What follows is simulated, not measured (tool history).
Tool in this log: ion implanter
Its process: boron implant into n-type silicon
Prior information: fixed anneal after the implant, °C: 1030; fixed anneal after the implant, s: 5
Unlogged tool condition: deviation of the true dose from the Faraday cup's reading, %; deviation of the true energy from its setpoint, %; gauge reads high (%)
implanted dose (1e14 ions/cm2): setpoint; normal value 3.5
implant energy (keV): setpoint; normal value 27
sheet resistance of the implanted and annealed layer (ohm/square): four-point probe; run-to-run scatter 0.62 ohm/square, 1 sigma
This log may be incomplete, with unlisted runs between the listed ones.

run	hour	implanted dose (1e14 ions/cm2)	implant energy (keV)	wafers since the last listed run	hours since the last dose calibration	hours since the extraction supply was calibrated	hours since the gauge calibration	read-back reference wafer on the same gauge, sheet resistance	sheet resistance of the implanted and annealed layer (ohm/square)
1	0	3.5	27	0	843.1	5366.4	192.2	245.07	266.1
2	37.2	3.5	27	551	880.3	5403.6	229.4	244.96	266.37
3	44	3.5	27	100	887.1	5410.4	236.2	244.96	266.07
4	51.2	3.5	27	106	894.3	5417.6	243.4	245.16	264.56
5	67.6	3.5	27	243	910.7	5434	259.8	245	265.47
6	77	3.5	27	139	920.1	5443.4	269.2	245.15	265.61
7	93.6	3.5	29.5	246	936.7	5460	285.8	245.11	263.96
8	110.7	3.5	27	253	953.8	5477.1	302.9	245.04	265.13
9	118.1	4.25	27	109	961.2	5484.5	310.3	245.14	226.99
# hour 126.2: extraction supply calibrated
# hour 171.5: Faraday cup replaced and dose calibrated
10	172	4.25	27	561	0.5	45.8	364.2	245	236.24
11	184.2	4.25	27	180	12.7	58	376.4	244.87	234.67
12	195.1	3.5	27	161	23.6	68.9	387.3	244.99	274.91
13	211.3	2.85	17.5	240	39.8	85.1	403.5	244.86	340.15
14	227.5	3.86	29.5	240	56	101.3	419.7	245.01	251.45
15	236.7	2.87	27	136	65.2	110.5	428.9	245.12	321.34
# hour 244.6: gauge calibrated
16	252.9	3.5	27	240	81.4	126.7	8.3	245.03	273.08
17	263.2	3.5	18.5	152	91.7	137	18.6	245.06	285.23
18	277.1	3.02	24	206	105.6	150.9	32.5	244.93	310.02
19	290.5	3.5	27	198	119	164.3	45.9	244.91	274
20	296.9	3.91	27	94	125.4	170.7	52.3	245	249.8
21	307	3.17	27	149	135.5	180.8	62.4	244.95	294.33
22	323.5	2.91	36	244	152	197.3	78.9	244.97	306.1
23	331.3	4.25	22	115	159.8	205.1	86.7	245.11	237.56
24	338	3.5	27	99	166.5	211.8	93.4	245.22	273.4

Alternative continuations, all from the tool just after run 24; predict every row:
A	338.4	4.38	27	5	166.9	212.2	93.8	?	?
B	338.4	2.84	21.5	5	166.9	212.2	93.8	?	?
C	338.4	2.91	34	5	166.9	212.2	93.8	?	?
D	338.4	3.87	33.5	5	166.9	212.2	93.8	?	?
E	338.4	2.5	19.5	5	166.9	212.2	93.8	?	?

run	read-back reference wafer on the same gauge, sheet resistance	sheet resistance of the implanted and annealed layer (ohm/square)
A	245.19	226.86
B	245.19	328.94
C	245.19	307.24
D	245.19	244.89
E	245.19	368.54
Take away the tool's hidden state, keep each run's random variation, and the runs would have read:
run	sheet resistance of the implanted and annealed layer (ohm/square)
A	229.74
B	333.07
C	311.05
D	248
E	373.22

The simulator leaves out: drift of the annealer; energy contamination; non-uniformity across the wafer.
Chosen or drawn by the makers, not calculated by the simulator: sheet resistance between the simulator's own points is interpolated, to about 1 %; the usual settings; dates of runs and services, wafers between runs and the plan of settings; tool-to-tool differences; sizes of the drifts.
